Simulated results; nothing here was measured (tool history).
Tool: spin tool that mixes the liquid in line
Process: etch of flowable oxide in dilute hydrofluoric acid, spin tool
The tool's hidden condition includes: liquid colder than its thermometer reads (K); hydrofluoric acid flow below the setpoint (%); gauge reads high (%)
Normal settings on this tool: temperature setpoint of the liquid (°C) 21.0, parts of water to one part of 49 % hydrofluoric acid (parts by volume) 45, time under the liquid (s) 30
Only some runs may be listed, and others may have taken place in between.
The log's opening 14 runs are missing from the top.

run	hour	temperature setpoint of the liquid (°C)	parts of water to one part of 49 % hydrofluoric acid (parts by volume)	time under the liquid (s)	wafers since the last listed run	hours since the thermometer was replaced	hours since the hydrofluoric acid flow meter was replaced	hours since the gauge calibration	read-back film thickness of the flowable oxide reference wafer, read on the same gauge (nm)	thickness taken off the flowable oxide on a monitor wafer (nm)
15	198.2	21.0	35	25	192	2212.5	1098.4	27.9	110.00	36.32
16	209.5	17.0	45	30	180	2223.8	1109.7	39.2	110.00	27.99
17	216.1	21.0	45	30	105	2230.4	1116.3	45.8	110.00	33.52
# hour 223.7: hydrofluoric acid flow meter replaced
18	224.2	24.0	30	15	113	2238.5	0.5	53.9	110.02	29.10
19	233.9	21.0	45	30	155	2248.2	10.2	63.6	110.02	33.03
20	246.3	21.0	45	30	198	2260.6	22.6	76.0	110.00	33.48
# hour 257.7: thermometer replaced
21	263.5	21.0	45	30	259	5.8	39.8	93.2	110.00	31.54
22	308.2	19.0	40	40	715	50.5	84.5	137.9	110.03	43.55
23	335.7	21.0	45	35	440	78.0	112.0	165.4	110.01	36.73
# hour 346.3: thermometer replaced, repeated, since the last time left the tool worse
24	349.7	25.5	45	30	208	3.4	126.0	179.4	110.02	43.46
25	365.4	21.0	45	30	251	19.1	141.7	195.1	109.99	35.94
26	374.9	23.0	35	50	152	28.6	151.2	204.6	110.01	85.49
27	388.5	22.5	45	35	217	42.2	164.8	218.2	109.99	44.69
28	395.2	21.0	30	30	107	48.9	171.5	224.9	110.00	54.94
29	405.2	17.0	30	15	160	58.9	181.5	234.9	110.02	23.13
30	419.0	21.0	40	25	221	72.7	195.3	248.7	110.01	33.86
31	430.0	21.0	60	40	176	83.7	206.3	259.7	110.00	35.28
32	443.6	21.0	45	30	217	97.3	219.9	273.3	109.99	35.95
33	451.1	22.5	40	20	120	104.8	227.4	280.8	110.00	29.00

Consider 5 possible next runs. They are alternatives, not a sequence: every one starts from the tool as it was left by run 33. What does each give?
A	451.5	21.0	45	30	6	105.2	227.8	281.2	?	?
B	451.5	17.0	25	20	6	105.2	227.8	281.2	?	?
C	451.5	21.0	45	45	6	105.2	227.8	281.2	?	?
D	451.5	21.0	25	15	6	105.2	227.8	281.2	?	?
E	451.5	23.0	45	30	6	105.2	227.8	281.2	?	?

run	read-back film thickness of the flowable oxide reference wafer, read on the same gauge (nm)	thickness taken off the flowable oxide on a monitor wafer (nm)
A	109.98	36.05
B	109.98	37.25
C	109.98	54.08
D	109.98	33.26
E	109.98	39.21
Without the tool's hidden state the same runs would have given:
run	thickness taken off the flowable oxide on a monitor wafer (nm)
A	36.22
B	37.43
C	54.33
D	33.42
E	39.39
